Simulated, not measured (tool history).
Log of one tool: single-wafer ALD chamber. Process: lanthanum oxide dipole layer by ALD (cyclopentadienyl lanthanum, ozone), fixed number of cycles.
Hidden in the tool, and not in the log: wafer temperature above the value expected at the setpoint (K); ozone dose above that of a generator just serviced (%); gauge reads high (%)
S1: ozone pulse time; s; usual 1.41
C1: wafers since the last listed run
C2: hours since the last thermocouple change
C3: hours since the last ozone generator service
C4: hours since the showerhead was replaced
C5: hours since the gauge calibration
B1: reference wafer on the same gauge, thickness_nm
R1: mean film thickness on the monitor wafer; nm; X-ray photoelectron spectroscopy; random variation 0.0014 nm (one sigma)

run     day    S1    C1      C2      C3      C4     C5     B1     R1
  1   0.000  1.41     0  1429.3  1137.5  5713.1   72.7  0.619  0.523
  2   1.062  0.98   339  1454.8  1163.0  5738.6   98.2  0.618  0.472
  3   1.746  0.98   218  1471.2  1179.4  5755.0  114.6  0.619  0.472
  4   2.396  0.98   207  1486.8  1195.0  5770.6  130.2  0.619  0.472
  5   3.650  1.41   400  1516.9  1225.1  5800.7  160.3  0.619  0.524
  6   4.412  1.07   243  1535.2  1243.4  5819.0  178.6  0.619  0.484
  7   5.033  1.81   198  1550.1  1258.3  5833.9  193.5  0.619  0.553
  8   6.671  1.41   523  1589.4  1297.6  5873.2  232.8  0.620  0.523
  9   7.375  1.41   225  1606.3  1314.5  5890.1  249.7  0.619  0.521
 10   7.892  1.41   165  1618.7  1326.9  5902.5  262.1  0.620  0.523
 11   9.325  1.41   458  1653.1  1361.3  5936.9  296.5  0.619  0.524
 12  10.425  1.74   351  1679.5  1387.7  5963.3  322.9  0.619  0.546
 13  11.571  1.41   366  1707.0  1415.2  5990.8  350.4  0.619  0.519
     11.888  -- gauge calibrated
 14  12.608  1.78   331  1731.9  1440.1  6015.7   17.3  0.619  0.548
 15  13.175  1.90   181  1745.5  1453.7  6029.3   30.9  0.619  0.554
     14.271  -- ozone generator serviced
     14.821  -- thermocouple changed; heater temperature recalibrated
     15.683  -- showerhead replaced
 16  17.400  1.79  1031    61.9    75.1    41.2  132.3  0.620  0.576
 17  18.612  1.82   387    91.0   104.2    70.3  161.4  0.619  0.576
 18  19.438  1.41   263   110.8   124.0    90.1  181.2  0.619  0.551
 19  20.058  1.41   198   125.7   138.9   105.0  196.1  0.618  0.553
 20  20.738  1.41   217   142.0   155.2   121.3  212.4  0.619  0.550
 21  22.196  1.23   466   177.0   190.2   156.3  247.4  0.619  0.533
 22  23.608  1.41   451   210.9   224.1   190.2  281.3  0.619  0.550
 23  24.192  1.25   186   224.9   238.1   204.2  295.3  0.619  0.531

How the hidden state differs across the entries between the runs, from the last listed run before each to the first after it:
Between runs 13 and 14: gauge calibrated (day 11.888)
  ozone dose above that of a generator just serviced (%): -34.2 -> -34.4
  measured less the result without the state, R1: -0.044 -> -0.031 nm
Between runs 15 and 16: ozone generator serviced (day 14.271); thermocouple changed; heater temperature recalibrated (day 14.821); showerhead replaced (day 15.683)
  ozone dose above that of a generator just serviced (%): -34.4 -> -9.6
  measured less the result without the state, R1: -0.029 -> -0.006 nm
